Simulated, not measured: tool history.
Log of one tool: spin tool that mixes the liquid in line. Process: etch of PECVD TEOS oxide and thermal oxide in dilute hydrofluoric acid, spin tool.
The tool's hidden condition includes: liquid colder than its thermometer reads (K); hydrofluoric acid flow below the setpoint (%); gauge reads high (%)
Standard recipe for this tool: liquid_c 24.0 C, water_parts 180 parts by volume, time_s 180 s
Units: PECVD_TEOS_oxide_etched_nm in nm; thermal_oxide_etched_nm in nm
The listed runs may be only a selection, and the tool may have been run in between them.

run   hour  liquid_c  water_parts  time_s  wafers since the last listed run  hours since the thermometer was replaced  hours since the hydrofluoric acid flow meter was replaced  hours since the gauge calibration  read-back film thickness of the PECVD TEOS oxide reference wafer, read on the same gauge (nm)  read-back film thickness of the thermal oxide reference wafer, read on the same gauge (nm)  PECVD_TEOS_oxide_etched_nm  thermal_oxide_etched_nm
  1    0.0      24.0          180     115                                 0                                     856.3                                                      376.3                               75.0                                                                                         150.04                                                                                      69.987                        5.43                    2.359
  2   14.6      27.5          180     230                               126                                     870.9                                                      390.9                               89.6                                                                                         150.00                                                                                      70.005                       12.27                    5.343
  3   50.0      24.0          180     180                               307                                     906.3                                                      426.3                              125.0                                                                                         150.01                                                                                      70.007                        8.46                    3.672
  4   67.8      24.0          180     180                               154                                     924.1                                                      444.1                              142.8                                                                                         150.01                                                                                      70.000                        8.59                    3.636
  5   82.2      20.5          180     180                               124                                     938.5                                                      458.5                              157.2                                                                                         149.99                                                                                      69.996                        7.43                    3.204
      95.5  -- hydrofluoric acid flow meter replaced
  6  115.6      20.5          180     180                               281                                     971.9                                                       20.1                              190.6                                                                                         149.98                                                                                      69.990                        8.02                    3.441
  7  129.8      24.0          235     180                               123                                     986.1                                                       34.3                              204.8                                                                                         149.99                                                                                      70.030                        6.56                    2.848
  8  149.1      24.0          235     180                               167                                    1005.4                                                       53.6                              224.1                                                                                         149.98                                                                                      69.985                        6.47                    2.842
  9  177.6      24.0          235     180                               247                                    1033.9                                                       82.1                              252.6                                                                                         150.02                                                                                      69.967                        6.57                    2.833
 10  208.7      26.5          180     180                               269                                    1065.0                                                      113.2                              283.7                                                                                         150.01                                                                                      70.044                       10.02                    4.249
 11  230.0      24.0          180     180                               184                                    1086.3                                                      134.5                              305.0                                                                                         150.01                                                                                      69.960                        9.11                    3.893
 12  285.8      26.5          155     145                               484                                    1142.1                                                      190.3                              360.8                                                                                         149.95                                                                                      70.024                        9.52                    4.016
 13  304.4      24.0          180     180                               161                                    1160.7                                                      208.9                              379.4                                                                                         149.99                                                                                      70.022                        8.92                    3.822
 14  376.1      21.5          245      85                               622                                    1232.4                                                      280.6                              451.1                                                                                         149.95                                                                                      69.995                        2.62                    1.123
 15  404.6      19.5          150     240                               247                                    1260.9                                                      309.1                              479.6                                                                                         150.03                                                                                      69.980                       12.19                    5.242

Expected results for the next run?
 16  418.6      24.0          180     180                               121                                    1274.9                                                      323.1                              493.6                                                                                              ?                                                                                           ?                           ?                        ?

read-back film thickness of the PECVD TEOS oxide reference wafer, read on the same gauge (nm): 150.00
read-back film thickness of the thermal oxide reference wafer, read on the same gauge (nm): 69.975
PECVD_TEOS_oxide_etched_nm: 8.79 nm
thermal_oxide_etched_nm: 3.770 nm
On a tool with no hidden condition, and with the same random variation, this run would have come out at PECVD_TEOS_oxide_etched_nm 9.25 nm, thermal_oxide_etched_nm 3.968 nm.
